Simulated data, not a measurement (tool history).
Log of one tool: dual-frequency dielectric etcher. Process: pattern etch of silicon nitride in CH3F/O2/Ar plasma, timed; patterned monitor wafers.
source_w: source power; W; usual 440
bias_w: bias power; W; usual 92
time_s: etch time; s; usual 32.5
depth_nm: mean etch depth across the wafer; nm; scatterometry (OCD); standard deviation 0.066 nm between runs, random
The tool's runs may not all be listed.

run    hour  source_w  bias_w  time_s  wafers since the last listed run  hours since the last wet clean  hours since the last source power generator calibration  hours since the last bias power generator calibration  hours since the last upper electrode change  hours since the gauge calibration  read-back reference wafer on the same gauge, depth_nm  depth_nm
  1     0.0       440      92    32.5                                 0                            79.6                                                   1290.7                                                  979.8                                       2115.7                              450.2                                                  24.10     26.18
  2    24.7       440      92    29.0                               347                           104.3                                                   1315.4                                                 1004.5                                       2140.4                              474.9                                                  24.12     23.46
  3    53.6       440      92    29.0                               406                           133.2                                                   1344.3                                                 1033.4                                       2169.3                              503.8                                                  24.13     23.34
  4   113.8       440      92    39.5                               847                           193.4                                                   1404.5                                                 1093.6                                       2229.5                              564.0                                                  24.10     31.90
  5   154.6       440      92    39.5                               574                           234.2                                                   1445.3                                                 1134.4                                       2270.3                              604.8                                                  24.12     31.79
  6   193.9       440      92    32.5                               553                           273.5                                                   1484.6                                                 1173.7                                       2309.6                              644.1                                                  24.12     26.02
  7   222.2       440      92    32.5                               398                           301.8                                                   1512.9                                                 1202.0                                       2337.9                              672.4                                                  24.10     26.20
  8   263.6       370      92    28.5                               582                           343.2                                                   1554.3                                                 1243.4                                       2379.3                              713.8                                                  24.09     20.95
  9   334.5       370      92    28.5                               997                           414.1                                                   1625.2                                                 1314.3                                       2450.2                              784.7                                                  24.10     20.94
 10   401.5       410      92    32.5                               943                           481.1                                                   1692.2                                                 1381.3                                       2517.2                              851.7                                                  24.10     25.24
      431.0  -- wet clean of the chamber
 11   456.1       440      92    32.5                               430                            25.1                                                   1746.8                                                 1435.9                                       2571.8                              906.3                                                  24.10     26.45
 12   498.1       440      92    32.5                               591                            67.1                                                   1788.8                                                 1477.9                                       2613.8                              948.3                                                  24.08     26.30
 13   585.8       520      92    32.5                              1234                           154.8                                                   1876.5                                                 1565.6                                       2701.5                             1036.0                                                  24.09     28.47
 14   644.2       520      92    32.5                               822                           213.2                                                   1934.9                                                 1624.0                                       2759.9                             1094.4                                                  24.11     28.58
 15   692.5       400      92    38.5                               679                           261.5                                                   1983.2                                                 1672.3                                       2808.2                             1142.7                                                  24.11     29.68
 16   719.9       510     111    38.5                               385                           288.9                                                   2010.6                                                 1699.7                                       2835.6                             1170.1                                                  24.12     35.01
      786.9  -- bias power generator calibrated
 17   788.5       340     107    29.5                               909                           357.5                                                   2079.2                                                    1.6                                       2904.2                             1238.7                                                  24.09     21.61
 18   854.1       440      92    27.0                               923                           423.1                                                   2144.8                                                   67.2                                       2969.8                             1304.3                                                  24.09     21.76
 19   921.9       370      92    28.5                               954                           490.9                                                   2212.6                                                  135.0                                       3037.6                             1372.1                                                  24.11     20.97
      947.5  -- wet clean of the chamber
      954.9  -- source power generator calibrated
 20   964.0       440      92    32.5                               198                            16.5                                                      9.1                                                  177.1                                       3079.7                             1414.2                                                  24.10     25.95
      968.9  -- gauge calibrated
 21  1019.4       520      70    28.5                               779                            71.9                                                     64.5                                                  232.5                                       3135.1                               50.5                                                  24.12     23.20
     1059.7  -- upper electrode replaced
 22  1090.9       440      70    29.5                               668                           143.4                                                    136.0                                                  304.0                                         31.2                              122.0                                                  24.09     22.17
 23  1144.7       400      72    42.5                               757                           197.2                                                    189.8                                                  357.8                                         85.0                              175.8                                                  24.09     30.41
 24  1181.6       440      92    32.5                               519                           234.1                                                    226.7                                                  394.7                                        121.9                              212.7                                                  24.12     25.87
 25  1222.1       500      92    41.0                               570                           274.6                                                    267.2                                                  435.2                                        162.4                              253.2                                                  24.12     34.76
 26  1291.9       490      70    32.5                               982                           344.4                                                    337.0                                                  505.0                                        232.2                              323.0                                                  24.09     25.71
 27  1316.3       340     104    30.0                               343                           368.8                                                    361.4                                                  529.4                                        256.6                              347.4                                                  24.10     21.50
 28  1364.2       480      86    32.5                               674                           416.7                                                    409.3                                                  577.3                                        304.5                              395.3                                                  24.09     26.41

Alternative continuations, all from the tool just after run 28; predict every row:
  A  1364.6       440      92    32.5                                 5                           417.1                                                    409.7                                                  577.7                                        304.9                              395.7                                                      ?         ?
  B  1364.6       530      92    35.5                                 5                           417.1                                                    409.7                                                  577.7                                        304.9                              395.7                                                      ?         ?
  C  1364.6       380     115    36.0                                 5                           417.1                                                    409.7                                                  577.7                                        304.9                              395.7                                                      ?         ?

run  read-back reference wafer on the same gauge, depth_nm  depth_nm
  A                                                  24.11     25.69
  B                                                  24.11     30.71
  C                                                  24.11     27.97
Had the tool no hidden state, the same runs would have come out as:
run  depth_nm
  A     25.83
  B     30.88
  C     28.13
